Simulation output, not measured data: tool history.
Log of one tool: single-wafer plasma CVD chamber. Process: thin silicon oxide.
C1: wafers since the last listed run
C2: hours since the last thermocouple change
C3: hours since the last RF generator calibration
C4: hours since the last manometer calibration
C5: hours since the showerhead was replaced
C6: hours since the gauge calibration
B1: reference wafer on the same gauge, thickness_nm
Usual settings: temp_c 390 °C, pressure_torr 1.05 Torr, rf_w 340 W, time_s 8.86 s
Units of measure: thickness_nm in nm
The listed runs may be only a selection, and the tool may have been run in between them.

{"run": 1, "hour": 0.0, "temp_c": 390, "pressure_torr": 1.05, "rf_w": 340, "time_s": 7.61, "C1": 0, "C2": 1513.5, "C3": 370.4, "C4": 1077.1, "C5": 7100.3, "C6": 310.7, "B1": 23.807, "thickness_nm": 19.721}
{"run": 2, "hour": 96.7, "temp_c": 390, "pressure_torr": 1.05, "rf_w": 340, "time_s": 7.61, "C1": 1984, "C2": 1610.2, "C3": 467.1, "C4": 1173.8, "C5": 7197, "C6": 407.4, "B1": 23.782, "thickness_nm": 19.548}
{"run": 3, "hour": 199.9, "temp_c": 390, "pressure_torr": 1.05, "rf_w": 340, "time_s": 7.61, "C1": 2117, "C2": 1713.4, "C3": 570.3, "C4": 1277, "C5": 7300.2, "C6": 510.6, "B1": 23.798, "thickness_nm": 19.664}
{"run": 4, "hour": 249.9, "temp_c": 381, "pressure_torr": 1.05, "rf_w": 340, "time_s": 8.86, "C1": 1026, "C2": 1763.4, "C3": 620.3, "C4": 1327, "C5": 7350.2, "C6": 560.6, "B1": 23.805, "thickness_nm": 22.854}
{"run": 5, "hour": 342.9, "temp_c": 381, "pressure_torr": 1.05, "rf_w": 340, "time_s": 8.86, "C1": 1908, "C2": 1856.4, "C3": 713.3, "C4": 1420, "C5": 7443.2, "C6": 653.6, "B1": 23.783, "thickness_nm": 22.744}
{"run": 6, "hour": 405.2, "temp_c": 390, "pressure_torr": 1.05, "rf_w": 365, "time_s": 8.86, "C1": 1278, "C2": 1918.7, "C3": 775.6, "C4": 1482.3, "C5": 7505.5, "C6": 715.9, "B1": 23.812, "thickness_nm": 23.464}
{"run": 7, "hour": 478.0, "temp_c": 390, "pressure_torr": 1.05, "rf_w": 365, "time_s": 8.86, "C1": 1494, "C2": 1991.5, "C3": 848.4, "C4": 1555.1, "C5": 7578.3, "C6": 788.7, "B1": 23.799, "thickness_nm": 23.416}
{"run": 8, "hour": 553.5, "temp_c": 383, "pressure_torr": 1.05, "rf_w": 310, "time_s": 8.86, "C1": 1549, "C2": 2067, "C3": 923.9, "C4": 1630.6, "C5": 7653.8, "C6": 864.2, "B1": 23.788, "thickness_nm": 21.742}
{"hour": 590.2, "done": "thermocouple changed; heater temperature recalibrated"}
{"hour": 598.6, "done": "showerhead replaced"}
{"run": 9, "hour": 633.2, "temp_c": 390, "pressure_torr": 1.05, "rf_w": 275, "time_s": 8.86, "C1": 1307, "C2": 43, "C3": 1003.6, "C4": 1710.3, "C5": 34.6, "C6": 943.9, "B1": 23.845, "thickness_nm": 20.212}
{"hour": 691.5, "done": "gauge calibrated"}
{"run": 10, "hour": 699.3, "temp_c": 390, "pressure_torr": 1.05, "rf_w": 365, "time_s": 8.86, "C1": 1356, "C2": 109.1, "C3": 1069.7, "C4": 1776.4, "C5": 100.7, "C6": 7.8, "B1": 23.801, "thickness_nm": 23.502}
{"hour": 731.8, "done": "RF generator calibrated"}
{"run": 11, "hour": 793.0, "temp_c": 390, "pressure_torr": 0.89, "rf_w": 340, "time_s": 9.39, "C1": 1758, "C2": 202.8, "C3": 61.2, "C4": 1870.1, "C5": 194.4, "C6": 101.5, "B1": 23.806, "thickness_nm": 19.13}
{"hour": 831.0, "done": "capacitance manometer re-zeroed and calibrated"}
{"run": 12, "hour": 831.9, "temp_c": 402, "pressure_torr": 1.05, "rf_w": 370, "time_s": 8.86, "C1": 634, "C2": 241.7, "C3": 100.1, "C4": 0.9, "C5": 233.3, "C6": 140.4, "B1": 23.814, "thickness_nm": 22.67}
{"run": 13, "hour": 909.4, "temp_c": 390, "pressure_torr": 1.05, "rf_w": 340, "time_s": 8.86, "C1": 1590, "C2": 319.2, "C3": 177.6, "C4": 78.4, "C5": 310.8, "C6": 217.9, "B1": 23.768, "thickness_nm": 22.035}
{"hour": 938.3, "done": "RF generator calibrated, repeated, since the last time left the tool worse"}
{"run": 14, "hour": 1140.5, "temp_c": 390, "pressure_torr": 0.87, "rf_w": 340, "time_s": 8.27, "C1": 4578, "C2": 550.3, "C3": 202.2, "C4": 309.5, "C5": 541.9, "C6": 449, "B1": 23.787, "thickness_nm": 16.94}

Alternative continuations, all from the tool just after run 14; predict every row:
{"run": "A", "hour": 1140.9, "temp_c": 390, "pressure_torr": 1.05, "rf_w": 340, "time_s": 8.86, "C1": 8, "C2": 550.7, "C3": 202.6, "C4": 309.9, "C5": 542.3, "C6": 449.4, "B1": "?", "thickness_nm": "?"}
{"run": "B", "hour": 1140.9, "temp_c": 378, "pressure_torr": 1.05, "rf_w": 370, "time_s": 8.86, "C1": 8, "C2": 550.7, "C3": 202.6, "C4": 309.9, "C5": 542.3, "C6": 449.4, "B1": "?", "thickness_nm": "?"}
{"run": "C", "hour": 1140.9, "temp_c": 390, "pressure_torr": 1.15, "rf_w": 340, "time_s": 9.65, "C1": 8, "C2": 550.7, "C3": 202.6, "C4": 309.9, "C5": 542.3, "C6": 449.4, "B1": "?", "thickness_nm": "?"}

run=A B1=23.767 thickness_nm=22.996
run=B B1=23.767 thickness_nm=24.09
run=C B1=23.767 thickness_nm=27.304
With no hidden state in the tool, these same runs would have given:
run=A thickness_nm=23.152
run=B thickness_nm=24.238
run=C thickness_nm=27.489
